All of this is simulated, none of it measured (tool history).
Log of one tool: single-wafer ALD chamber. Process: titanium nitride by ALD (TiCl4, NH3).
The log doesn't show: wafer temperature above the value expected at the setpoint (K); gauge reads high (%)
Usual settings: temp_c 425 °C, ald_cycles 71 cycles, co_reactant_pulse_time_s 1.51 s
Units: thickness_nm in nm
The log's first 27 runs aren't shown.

run     day  temp_c  ald_cycles  co_reactant_pulse_time_s  wafers since the last listed run  hours since the last thermocouple change  hours since the showerhead was replaced  hours since the gauge calibration  read-back reference wafer on the same gauge, thickness_nm  thickness_nm
 28  17.142     413          78                      1.35                                19                                    2017.7                                     31.9                              460.4                                                      1.999         1.918
     18.254  -- thermocouple changed; heater temperature recalibrated
     18.650  -- gauge calibrated
 29  18.692     425          71                      1.51                                60                                      10.5                                     69.1                                1.0                                                      2.001         1.755
 30  19.112     437          75                      1.03                                21                                      20.6                                     79.2                               11.1                                                      2.000         1.848
 31  19.492     425          85                      2.06                                18                                      29.7                                     88.3                               20.2                                                      1.999         2.124
 32  20.146     425          66                      1.51                                32                                      45.4                                    104.0                               35.9                                                      2.000         1.640
 33  20.679     439          67                      1.51                                26                                      58.2                                    116.8                               48.7                                                      1.998         1.664
 34  21.358     425          71                      1.51                                33                                      74.5                                    133.1                               65.0                                                      1.998         1.766
 35  22.008     425          71                      1.51                                32                                      90.1                                    148.7                               80.6                                                      1.999         1.760
 36  22.329     425          76                      1.51                                16                                      97.8                                    156.4                               88.3                                                      1.999         1.876
 37  22.933     425          71                      1.51                                30                                     112.3                                    170.9                              102.8                                                      2.000         1.768
 38  23.221     425          81                      1.51                                14                                     119.2                                    177.8                              109.7                                                      1.999         2.006
 39  23.633     429          71                      1.87                                20                                     129.1                                    187.7                              119.6                                                      2.000         1.765
 40  24.254     425          60                      1.51                                30                                     144.0                                    202.6                              134.5                                                      2.001         1.485

4 ways to go on from here, each from the tool as it stands after run 40. What would each give?
  A  24.275     425          71                      1.51                                 1                                     144.5                                    203.1                              135.0                                                          ?             ?
  B  24.275     432          78                      1.51                                 1                                     144.5                                    203.1                              135.0                                                          ?             ?
  C  24.275     425          58                      1.51                                 1                                     144.5                                    203.1                              135.0                                                          ?             ?
  D  24.275     414          60                      1.26                                 1                                     144.5                                    203.1                              135.0                                                          ?             ?

run  read-back reference wafer on the same gauge, thickness_nm  thickness_nm
  A                                                      1.998         1.762
  B                                                      1.998         1.938
  C                                                      1.998         1.439
  D                                                      1.998         1.473
Without the tool's hidden state the same runs would have given:
run  thickness_nm
  A         1.762
  B         1.938
  C         1.439
  D         1.473

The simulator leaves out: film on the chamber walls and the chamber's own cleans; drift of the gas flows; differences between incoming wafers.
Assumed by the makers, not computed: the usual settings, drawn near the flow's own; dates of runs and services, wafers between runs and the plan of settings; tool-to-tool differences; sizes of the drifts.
